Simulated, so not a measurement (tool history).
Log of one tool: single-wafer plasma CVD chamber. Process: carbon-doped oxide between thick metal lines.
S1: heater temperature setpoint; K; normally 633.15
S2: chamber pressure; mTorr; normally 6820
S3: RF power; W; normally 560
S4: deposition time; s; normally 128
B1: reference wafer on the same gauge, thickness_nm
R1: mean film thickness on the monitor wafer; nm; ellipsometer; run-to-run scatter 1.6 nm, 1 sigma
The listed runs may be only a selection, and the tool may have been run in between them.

run	hour	S1	S2	S3	S4	B1	R1
1	0.0	633.15	6820	560	128	597.049	696.083
2	20.3	633.15	6820	560	128	597.213	692.962
3	55.1	633.15	6820	560	128	597.667	694.476
4	70.1	633.15	6820	560	128	597.782	694.004
5	150.7	633.15	6820	560	128	598.272	692.643
# hour 174.7: thermocouple changed; heater temperature recalibrated
6	176.2	633.15	6820	560	128	598.907	696.860
# hour 215.0: RF generator calibrated
# hour 249.1: capacitance manometer re-zeroed and calibrated
7	256.9	633.15	6820	560	128	599.648	696.548
# hour 281.6: gauge calibrated
8	292.2	633.15	6820	560	128	594.761	692.606
9	315.4	633.15	6820	560	128	594.793	690.191
# hour 334.4: showerhead replaced
10	341.1	633.15	6820	470	128	594.977	633.095
11	355.2	628.15	6820	560	128	595.442	701.291

What will run 12 give?
12	382.2	633.15	6820	560	128	?	?

Run 12 gave B1 596.151, R1 691.338 nm.
The same run, on a tool lacking any hidden state, would have yielded R1 689.410 nm.

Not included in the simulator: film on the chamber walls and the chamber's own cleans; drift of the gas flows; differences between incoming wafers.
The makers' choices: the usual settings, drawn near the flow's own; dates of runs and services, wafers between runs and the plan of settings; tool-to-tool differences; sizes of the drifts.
